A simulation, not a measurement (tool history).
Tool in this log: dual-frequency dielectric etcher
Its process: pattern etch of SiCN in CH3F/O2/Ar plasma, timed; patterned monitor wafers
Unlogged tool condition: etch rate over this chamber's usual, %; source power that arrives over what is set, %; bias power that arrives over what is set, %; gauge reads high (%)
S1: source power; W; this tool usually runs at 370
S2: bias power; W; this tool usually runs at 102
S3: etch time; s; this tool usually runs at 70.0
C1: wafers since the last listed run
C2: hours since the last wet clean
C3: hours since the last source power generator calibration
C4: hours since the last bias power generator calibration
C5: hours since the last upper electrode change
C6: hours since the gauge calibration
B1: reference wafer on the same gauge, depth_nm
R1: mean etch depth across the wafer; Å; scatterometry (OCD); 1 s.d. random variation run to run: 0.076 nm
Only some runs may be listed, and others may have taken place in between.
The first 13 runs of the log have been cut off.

run   hour   S1   S2    S3   C1     C2      C3      C4      C5     C6     B1     R1
 14  172.2  450   93  70.0  147   29.9  2730.3  3099.3  3768.1  808.4  30.11  293.7
     180.8  -- gauge calibrated
     181.2  -- bias power generator calibrated
     240.5  -- upper electrode replaced
 15  241.0  320  125  70.0  386   98.7  2799.1    59.8     0.5   60.2  30.10  280.6
 16  241.3  320  126  91.0    2   99.0  2799.4    60.1     0.8   60.5  30.12  367.9
     264.1  -- source power generator calibrated
 17  272.6  430   87  70.0  258  130.3     8.5    91.4    32.1   91.8  30.12  282.0
 18  284.4  370  102  70.0  111  142.1    20.3   103.2    43.9  103.6  30.09  278.8
 19  299.3  450  102  70.0  141  157.0    35.2   118.1    58.8  118.5  30.11  300.9
 20  317.1  310  102  78.5  168  174.8    53.0   135.9    76.6  136.3  30.10  291.0
 21  328.4  370  102  70.0  107  186.1    64.3   147.2    87.9  147.6  30.11  277.1
 22  340.2  290  102  70.0  111  197.9    76.1   159.0    99.7  159.4  30.11  252.2
 23  367.0  450  111  50.5  253  224.7   102.9   185.8   126.5  186.2  30.11  220.5
 24  384.9  370  102  79.0  169  242.6   120.8   203.7   144.4  204.1  30.12  313.9
 25  396.0  370  102  64.5  105  253.7   131.9   214.8   155.5  215.2  30.10  254.9
 26  403.1  370  120  58.0   67  260.8   139.0   221.9   162.6  222.3  30.10  241.3
 27  417.5  400  111  58.5  136  275.2   153.4   236.3   177.0  236.7  30.09  243.1
 28  432.8  300   95  56.0  144  290.5   168.7   251.6   192.3  252.0  30.09  200.8
 29  441.4  370  102  70.0   81  299.1   177.3   260.2   200.9  260.6  30.11  277.8
 30  459.2  370  102  70.0  168  316.9   195.1   278.0   218.7  278.4  30.07  276.8
 31  473.1  400  111  58.5  131  330.8   209.0   291.9   232.6  292.3  30.10  243.1

What if the next run were any one of these 3? Each begins from the tool's condition after run 31:
  A  473.5  370  102  70.0   3  331.2  209.4  292.3  233.0  292.7   ?   ?
  B  473.5  420  102  81.5   3  331.2  209.4  292.3  233.0  292.7   ?   ?
  C  473.5  350   80  58.0   3  331.2  209.4  292.3  233.0  292.7   ?   ?

run     B1     R1
  A  30.10  276.7
  B  30.10  338.3
  C  30.10  209.8
Without the tool's hidden state the same runs would have given:
run     R1
  A  279.4
  B  341.6
  C  211.9

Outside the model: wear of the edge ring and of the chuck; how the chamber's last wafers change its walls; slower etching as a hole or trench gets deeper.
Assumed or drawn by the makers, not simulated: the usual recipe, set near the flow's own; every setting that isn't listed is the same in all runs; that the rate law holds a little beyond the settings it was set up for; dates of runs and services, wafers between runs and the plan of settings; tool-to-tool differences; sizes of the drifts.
